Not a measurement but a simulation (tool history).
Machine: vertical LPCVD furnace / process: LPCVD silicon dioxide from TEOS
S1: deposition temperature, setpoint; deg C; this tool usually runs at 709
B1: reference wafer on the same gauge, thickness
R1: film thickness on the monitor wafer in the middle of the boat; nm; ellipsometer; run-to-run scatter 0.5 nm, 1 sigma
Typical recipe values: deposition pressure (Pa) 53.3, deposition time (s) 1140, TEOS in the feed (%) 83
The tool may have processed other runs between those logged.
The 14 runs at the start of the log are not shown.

{"run": 15, "day": 29.021, "S1": 709, "deposition pressure (Pa)": 53.3, "deposition time (s)": 810, "TEOS in the feed (%)": 83, "B1": 231.03, "R1": 171.47}
{"run": 16, "day": 30.538, "S1": 709, "deposition pressure (Pa)": 53.3, "deposition time (s)": 1140, "TEOS in the feed (%)": 83, "B1": 231.07, "R1": 241.58}
{"run": 17, "day": 32.675, "S1": 720, "deposition pressure (Pa)": 53.3, "deposition time (s)": 1140, "TEOS in the feed (%)": 76, "B1": 231.09, "R1": 295.3}
{"day": 34.192, "done": "thermocouples replaced and temperature profile calibrated"}
{"run": 18, "day": 34.258, "S1": 713, "deposition pressure (Pa)": 53.3, "deposition time (s)": 1140, "TEOS in the feed (%)": 94, "B1": 231.0, "R1": 284.89}
{"run": 19, "day": 37.188, "S1": 702, "deposition pressure (Pa)": 64.0, "deposition time (s)": 1140, "TEOS in the feed (%)": 95, "B1": 231.19, "R1": 244.4}
{"run": 20, "day": 39.333, "S1": 720, "deposition pressure (Pa)": 66.0, "deposition time (s)": 1140, "TEOS in the feed (%)": 83, "B1": 231.09, "R1": 348.32}
{"day": 42.333, "done": "TEOS flow controller replaced"}
{"day": 42.542, "done": "gauge calibrated"}
{"day": 43.038, "done": "pressure gauge zeroed"}
{"run": 21, "day": 43.058, "S1": 709, "deposition pressure (Pa)": 53.3, "deposition time (s)": 1140, "TEOS in the feed (%)": 83, "B1": 231.07, "R1": 244.85}
{"run": 22, "day": 46.667, "S1": 709, "deposition pressure (Pa)": 53.3, "deposition time (s)": 1140, "TEOS in the feed (%)": 83, "B1": 230.96, "R1": 244.42}
{"day": 48.588, "done": "thermocouples replaced and temperature profile calibrated, repeated, since the last time left the tool worse"}
{"run": 23, "day": 48.608, "S1": 709, "deposition pressure (Pa)": 59.3, "deposition time (s)": 1140, "TEOS in the feed (%)": 83, "B1": 231.03, "R1": 250.68}
{"run": 24, "day": 50.938, "S1": 709, "deposition pressure (Pa)": 53.3, "deposition time (s)": 1140, "TEOS in the feed (%)": 83, "B1": 231.07, "R1": 238.01}
{"run": 25, "day": 53.054, "S1": 709, "deposition pressure (Pa)": 53.3, "deposition time (s)": 690, "TEOS in the feed (%)": 83, "B1": 231.01, "R1": 143.73}
{"run": 26, "day": 55.442, "S1": 709, "deposition pressure (Pa)": 48.7, "deposition time (s)": 750, "TEOS in the feed (%)": 83, "B1": 230.84, "R1": 149.21}
{"run": 27, "day": 58.15, "S1": 709, "deposition pressure (Pa)": 53.3, "deposition time (s)": 960, "TEOS in the feed (%)": 83, "B1": 230.89, "R1": 200.87}
{"run": 28, "day": 60.779, "S1": 700, "deposition pressure (Pa)": 49.3, "deposition time (s)": 1350, "TEOS in the feed (%)": 93, "B1": 230.82, "R1": 233.88}
{"run": 29, "day": 62.383, "S1": 709, "deposition pressure (Pa)": 60.0, "deposition time (s)": 1140, "TEOS in the feed (%)": 83, "B1": 231.15, "R1": 252.63}
{"run": 30, "day": 64.371, "S1": 704, "deposition pressure (Pa)": 53.3, "deposition time (s)": 750, "TEOS in the feed (%)": 70, "B1": 230.98, "R1": 128.8}

Below are 5 alternative next runs, each starting from the tool's condition after run 30. Predict each:
{"run": "A", "day": 64.521, "S1": 709, "deposition pressure (Pa)": 53.3, "deposition time (s)": 1140, "TEOS in the feed (%)": 83, "B1": "?", "R1": "?"}
{"run": "B", "day": 64.521, "S1": 701, "deposition pressure (Pa)": 53.3, "deposition time (s)": 1140, "TEOS in the feed (%)": 73, "B1": "?", "R1": "?"}
{"run": "C", "day": 64.521, "S1": 709, "deposition pressure (Pa)": 46.0, "deposition time (s)": 1290, "TEOS in the feed (%)": 97, "B1": "?", "R1": "?"}
{"run": "D", "day": 64.521, "S1": 713, "deposition pressure (Pa)": 59.3, "deposition time (s)": 990, "TEOS in the feed (%)": 71, "B1": "?", "R1": "?"}
{"run": "E", "day": 64.521, "S1": 717, "deposition pressure (Pa)": 53.3, "deposition time (s)": 1140, "TEOS in the feed (%)": 83, "B1": "?", "R1": "?"}

run=A B1=230.96 R1=238.60
run=B B1=230.96 R1=186.14
run=C B1=230.96 R1=271.07
run=D B1=230.96 R1=221.38
run=E B1=230.96 R1=285.97
Without the tool's hidden state the same runs would have given:
run=A R1=237.78
run=B R1=185.49
run=C R1=270.14
run=D R1=220.62
run=E R1=285.00

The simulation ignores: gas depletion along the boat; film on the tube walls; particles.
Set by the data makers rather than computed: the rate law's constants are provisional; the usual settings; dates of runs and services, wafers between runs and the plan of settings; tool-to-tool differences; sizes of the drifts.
